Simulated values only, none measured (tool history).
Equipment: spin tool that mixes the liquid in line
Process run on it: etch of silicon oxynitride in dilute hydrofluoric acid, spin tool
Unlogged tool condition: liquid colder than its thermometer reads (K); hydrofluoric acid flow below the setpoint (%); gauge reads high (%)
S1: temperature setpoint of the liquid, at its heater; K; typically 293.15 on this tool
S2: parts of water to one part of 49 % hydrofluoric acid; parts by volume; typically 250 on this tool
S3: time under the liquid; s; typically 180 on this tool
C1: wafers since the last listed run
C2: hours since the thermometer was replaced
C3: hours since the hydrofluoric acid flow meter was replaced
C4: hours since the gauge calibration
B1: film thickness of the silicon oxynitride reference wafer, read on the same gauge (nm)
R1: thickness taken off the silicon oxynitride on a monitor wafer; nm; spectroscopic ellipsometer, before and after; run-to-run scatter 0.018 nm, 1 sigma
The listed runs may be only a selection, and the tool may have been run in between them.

{"run": 1, "hour": 0.0, "S1": 293.15, "S2": 250, "S3": 180, "C1": 0, "C2": 721.4, "C3": 990.2, "C4": 88.2, "B1": 110.006, "R1": 0.919}
{"run": 2, "hour": 35.8, "S1": 293.15, "S2": 250, "S3": 180, "C1": 215, "C2": 757.2, "C3": 1026.0, "C4": 124.0, "B1": 110.007, "R1": 0.902}
{"run": 3, "hour": 69.1, "S1": 293.15, "S2": 250, "S3": 180, "C1": 200, "C2": 790.5, "C3": 1059.3, "C4": 157.3, "B1": 110.054, "R1": 0.915}
{"run": 4, "hour": 130.3, "S1": 290.15, "S2": 250, "S3": 180, "C1": 368, "C2": 851.7, "C3": 1120.5, "C4": 218.5, "B1": 110.001, "R1": 0.782}
{"run": 5, "hour": 165.5, "S1": 290.15, "S2": 250, "S3": 180, "C1": 212, "C2": 886.9, "C3": 1155.7, "C4": 253.7, "B1": 110.034, "R1": 0.8}
{"run": 6, "hour": 215.2, "S1": 290.15, "S2": 250, "S3": 180, "C1": 299, "C2": 936.6, "C3": 1205.4, "C4": 303.4, "B1": 110.035, "R1": 0.814}
{"run": 7, "hour": 249.4, "S1": 293.15, "S2": 250, "S3": 180, "C1": 205, "C2": 970.8, "C3": 1239.6, "C4": 337.6, "B1": 110.018, "R1": 0.906}
{"run": 8, "hour": 309.6, "S1": 293.15, "S2": 250, "S3": 180, "C1": 362, "C2": 1031.0, "C3": 1299.8, "C4": 397.8, "B1": 110.039, "R1": 0.91}
{"hour": 310.2, "done": "gauge calibrated"}
{"hour": 321.4, "done": "thermometer replaced"}
{"run": 9, "hour": 327.1, "S1": 293.15, "S2": 200, "S3": 180, "C1": 99, "C2": 5.7, "C3": 1317.3, "C4": 16.9, "B1": 110.003, "R1": 1.194}
{"hour": 356.0, "done": "hydrofluoric acid flow meter replaced"}
{"run": 10, "hour": 357.1, "S1": 297.65, "S2": 300, "S3": 180, "C1": 174, "C2": 35.7, "C3": 1.1, "C4": 46.9, "B1": 109.98, "R1": 0.911}
{"run": 11, "hour": 380.2, "S1": 297.65, "S2": 250, "S3": 180, "C1": 139, "C2": 58.8, "C3": 24.2, "C4": 70.0, "B1": 110.046, "R1": 1.11}
{"run": 12, "hour": 400.7, "S1": 293.15, "S2": 250, "S3": 180, "C1": 123, "C2": 79.3, "C3": 44.7, "C4": 90.5, "B1": 109.983, "R1": 0.871}
{"run": 13, "hour": 416.2, "S1": 290.15, "S2": 135, "S3": 285, "C1": 93, "C2": 94.8, "C3": 60.2, "C4": 106.0, "B1": 110.002, "R1": 2.51}
{"run": 14, "hour": 429.5, "S1": 293.15, "S2": 250, "S3": 250, "C1": 80, "C2": 108.1, "C3": 73.5, "C4": 119.3, "B1": 110.004, "R1": 1.227}
{"run": 15, "hour": 461.1, "S1": 290.65, "S2": 250, "S3": 180, "C1": 190, "C2": 139.7, "C3": 105.1, "C4": 150.9, "B1": 110.028, "R1": 0.813}

Each row is a separate what-if for the run after 15, all from the same tool condition, not one after another. Results?
{"run": "A", "hour": 461.6, "S1": 293.15, "S2": 250, "S3": 180, "C1": 3, "C2": 140.2, "C3": 105.6, "C4": 151.4, "B1": "?", "R1": "?"}
{"run": "B", "hour": 461.6, "S1": 290.15, "S2": 350, "S3": 275, "C1": 3, "C2": 140.2, "C3": 105.6, "C4": 151.4, "B1": "?", "R1": "?"}
{"run": "C", "hour": 461.6, "S1": 293.15, "S2": 250, "S3": 110, "C1": 3, "C2": 140.2, "C3": 105.6, "C4": 151.4, "B1": "?", "R1": "?"}
{"run": "D", "hour": 461.6, "S1": 291.15, "S2": 210, "S3": 220, "C1": 3, "C2": 140.2, "C3": 105.6, "C4": 151.4, "B1": "?", "R1": "?"}
{"run": "E", "hour": 461.6, "S1": 291.15, "S2": 330, "S3": 180, "C1": 3, "C2": 140.2, "C3": 105.6, "C4": 151.4, "B1": "?", "R1": "?"}

run=A B1=109.999 R1=0.936
run=B B1=109.999 R1=0.842
run=C B1=109.999 R1=0.572
run=D B1=109.999 R1=1.272
run=E B1=109.999 R1=0.618
Had the tool no hidden state, the same runs would have come out as:
run=A R1=0.936
run=B R1=0.842
run=C R1=0.572
run=D R1=1.272
run=E R1=0.618
